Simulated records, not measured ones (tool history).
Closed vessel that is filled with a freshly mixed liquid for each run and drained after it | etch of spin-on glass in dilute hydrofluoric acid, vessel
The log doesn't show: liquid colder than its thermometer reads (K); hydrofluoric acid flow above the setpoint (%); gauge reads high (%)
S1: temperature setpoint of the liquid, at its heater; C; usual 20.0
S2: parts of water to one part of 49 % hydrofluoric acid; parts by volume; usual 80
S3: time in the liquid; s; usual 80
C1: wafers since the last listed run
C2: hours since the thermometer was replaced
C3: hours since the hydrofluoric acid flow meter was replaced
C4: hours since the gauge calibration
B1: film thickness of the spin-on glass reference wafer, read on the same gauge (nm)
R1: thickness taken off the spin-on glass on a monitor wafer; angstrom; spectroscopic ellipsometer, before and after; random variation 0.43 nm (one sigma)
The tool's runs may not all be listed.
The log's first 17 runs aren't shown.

run    hour    S1   S2   S3    C1      C2      C3      C4      B1      R1
 18   940.5  17.0   80   80  9273   286.3  1174.1   291.5  118.09   386.9
 19   992.0  20.0   80   80  6660   337.8  1225.6   343.0  117.85   447.0
 20  1049.0  20.0   80   80  7372   394.8  1282.6   400.0  117.57   435.6
 21  1096.9  20.0   80  110  6195   442.7  1330.5   447.9  117.35   619.3
     1156.8  -- hydrofluoric acid flow meter replaced
 22  1166.2  20.0  110   40  8833   512.0     9.4   517.2  117.04   154.8
 23  1205.3  20.0   80   80  5057   551.1    48.5   556.3  116.82   437.3
 24  1274.0  18.5   45  110  8885   619.8   117.2   625.0  116.47  1062.0
 25  1342.4  24.0   60   55  8846   688.2   185.6   693.4  116.17   486.5
 26  1395.4  17.0  115   30  6854   741.2   238.6   746.4  115.91    96.9
 27  1463.1  20.0   80   80  8756   808.9   306.3   814.1  115.54   429.1
 28  1526.6  17.5   80   80  8213   872.4   369.8   877.6  115.28   393.1
 29  1594.2  18.5   80   95  8743   940.0   437.4   945.2  114.91   487.9
 30  1630.7  23.5   45   80  4720   976.5   473.9   981.7  114.79   925.7
 31  1665.4  22.5   80   80  4488  1011.2   508.6  1016.4  114.63   480.7
 32  1695.0  17.0   80   30  3828  1040.8   538.2  1046.0  114.45   141.1
 33  1721.6  18.5   80   65  3440  1067.4   564.8  1072.6  114.35   324.6

Forecast each of these 5 alternatives for the next run:
  A  1722.3  20.0   80   80  90  1068.1  565.5  1073.3   ?   ?
  B  1722.3  21.5  115   80  90  1068.1  565.5  1073.3   ?   ?
  C  1722.3  18.5   80   80  90  1068.1  565.5  1073.3   ?   ?
  D  1722.3  20.0   50  110  90  1068.1  565.5  1073.3   ?   ?
  E  1722.3  23.5   95   80  90  1068.1  565.5  1073.3   ?   ?

run      B1     R1
  A  114.36  422.9
  B  114.36  300.6
  C  114.36  397.2
  D  114.36  963.9
  E  114.36  403.6
Without the tool's hidden state the same runs would have given:
run      R1
  A   443.9
  B   315.5
  C   416.9
  D  1011.7
  E   423.5
